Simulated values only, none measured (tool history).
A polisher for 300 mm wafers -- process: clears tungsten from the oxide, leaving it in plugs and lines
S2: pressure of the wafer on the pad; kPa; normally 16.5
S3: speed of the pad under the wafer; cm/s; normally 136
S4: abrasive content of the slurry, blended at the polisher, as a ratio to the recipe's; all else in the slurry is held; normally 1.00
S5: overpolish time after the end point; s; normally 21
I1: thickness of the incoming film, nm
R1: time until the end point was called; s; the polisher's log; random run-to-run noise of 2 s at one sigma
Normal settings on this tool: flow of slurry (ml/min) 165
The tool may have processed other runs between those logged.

run 1 hour=0.0 | flow_of_slurry_(ml/min)=165 S2=16.5 S3=136 S4=1.00 S5=21 | I1=496.6 | R1=142.4
run 2 hour=102.5 | flow_of_slurry_(ml/min)=165 S2=16.5 S3=136 S4=1.00 S5=21 | I1=496.8 | R1=144.8
-- hour=141.5 slurry nozzle cleaned
run 3 hour=168.0 | flow_of_slurry_(ml/min)=165 S2=16.5 S3=136 S4=1.00 S5=21 | I1=501.0 | R1=145.9
run 4 hour=257.6 | flow_of_slurry_(ml/min)=165 S2=16.5 S3=136 S4=1.00 S5=21 | I1=499.3 | R1=146.1
run 5 hour=307.0 | flow_of_slurry_(ml/min)=195 S2=16.5 S3=136 S4=1.00 S5=21 | I1=492.9 | R1=143.2
run 6 hour=384.5 | flow_of_slurry_(ml/min)=165 S2=16.5 S3=136 S4=1.00 S5=21 | I1=499.2 | R1=151.1
-- hour=416.9 worn pad replaced by a new one
-- hour=446.2 slurry tank refilled with fresh slurry and peroxide
run 7 hour=449.5 | flow_of_slurry_(ml/min)=165 S2=16.5 S3=136 S4=1.00 S5=21 | I1=495.3 | R1=139.7
-- hour=491.3 slurry blender recalibrated
run 8 hour=504.2 | flow_of_slurry_(ml/min)=165 S2=16.5 S3=136 S4=1.00 S5=21 | I1=494.2 | R1=138.7
run 9 hour=594.8 | flow_of_slurry_(ml/min)=165 S2=16.5 S3=136 S4=1.20 S5=21 | I1=495.7 | R1=138.7
-- hour=635.5 slurry nozzle cleaned
run 10 hour=674.0 | flow_of_slurry_(ml/min)=165 S2=16.5 S3=136 S4=1.00 S5=21 | I1=490.6 | R1=146.7
run 11 hour=727.9 | flow_of_slurry_(ml/min)=165 S2=16.5 S3=136 S4=1.00 S5=21 | I1=500.3 | R1=145.7
run 12 hour=791.9 | flow_of_slurry_(ml/min)=165 S2=16.5 S3=184 S4=1.00 S5=21 | I1=497.9 | R1=107.1
run 13 hour=861.9 | flow_of_slurry_(ml/min)=165 S2=16.5 S3=136 S4=1.10 S5=21 | I1=493.6 | R1=143.0
-- hour=883.5 slurry tank refilled with fresh slurry and peroxide
-- hour=892.1 slurry blender recalibrated
-- hour=940.5 worn pad replaced by a new one
run 14 hour=954.5 | flow_of_slurry_(ml/min)=165 S2=16.5 S3=136 S4=1.00 S5=21 | I1=502.0 | R1=141.4
-- hour=971.6 head pressure recalibrated
run 15 hour=1054.1 | flow_of_slurry_(ml/min)=165 S2=16.5 S3=136 S4=1.25 S5=21 | I1=500.7 | R1=139.7
run 16 hour=1143.9 | flow_of_slurry_(ml/min)=165 S2=16.5 S3=136 S4=1.00 S5=21 | I1=494.9 | R1=146.4
-- hour=1150.3 slurry nozzle cleaned
run 17 hour=1217.2 | flow_of_slurry_(ml/min)=165 S2=16.5 S3=122 S4=1.15 S5=33 | I1=485.3 | R1=157.5
run 18 hour=1281.7 | flow_of_slurry_(ml/min)=165 S2=16.5 S3=136 S4=1.00 S5=21 | I1=490.5 | R1=145.6
-- hour=1321.7 slurry tank refilled with fresh slurry and peroxide
run 19 hour=1329.2 | flow_of_slurry_(ml/min)=165 S2=18.6 S3=180 S4=1.00 S5=29 | I1=495.5 | R1=100.0
-- hour=1337.0 worn pad replaced by a new one
run 20 hour=1382.9 | flow_of_slurry_(ml/min)=165 S2=16.5 S3=136 S4=0.90 S5=21 | I1=489.9 | R1=144.1
-- hour=1387.5 slurry blender recalibrated
run 21 hour=1450.7 | flow_of_slurry_(ml/min)=165 S2=16.5 S3=136 S4=1.10 S5=21 | I1=494.6 | R1=137.8
run 22 hour=1558.4 | flow_of_slurry_(ml/min)=165 S2=13.8 S3=136 S4=1.00 S5=21 | I1=495.8 | R1=173.3
-- hour=1612.0 slurry nozzle cleaned
run 23 hour=1682.5 | flow_of_slurry_(ml/min)=165 S2=20.0 S3=114 S4=0.75 S5=21 | I1=493.7 | R1=156.3
-- hour=1717.2 slurry tank refilled with fresh slurry and peroxide
run 24 hour=1780.5 | flow_of_slurry_(ml/min)=165 S2=11.0 S3=136 S4=1.00 S5=21 | I1=499.8 | R1=220.4
-- hour=1817.6 worn pad replaced by a new one
-- hour=1848.6 slurry blender recalibrated
run 25 hour=1865.1 | flow_of_slurry_(ml/min)=165 S2=16.5 S3=136 S4=1.00 S5=9 | I1=496.3 | R1=142.4
run 26 hour=1949.0 | flow_of_slurry_(ml/min)=165 S2=16.5 S3=160 S4=1.00 S5=21 | I1=492.2 | R1=125.8

4 options for the next run, each taken on its own from the tool as it stands now. Forecast them:
run A hour=1949.5 | flow_of_slurry_(ml/min)=165 S2=16.5 S3=136 S4=1.00 S5=14 | I1=495.6 | R1=?
run B hour=1949.5 | flow_of_slurry_(ml/min)=165 S2=20.7 S3=180 S4=1.00 S5=18 | I1=495.6 | R1=?
run C hour=1949.5 | flow_of_slurry_(ml/min)=105 S2=16.5 S3=160 S4=1.20 S5=28 | I1=495.6 | R1=?
run D hour=1949.5 | flow_of_slurry_(ml/min)=165 S2=16.5 S3=180 S4=0.75 S5=17 | I1=495.6 | R1=?

run=A R1=142.8
run=B R1=86.3
run=C R1=126.5
run=D R1=115.3
Had the tool no hidden state, the same runs would have come out as:
run=A R1=136.2
run=B R1=82.3
run=C R1=120.6
run=D R1=110.0
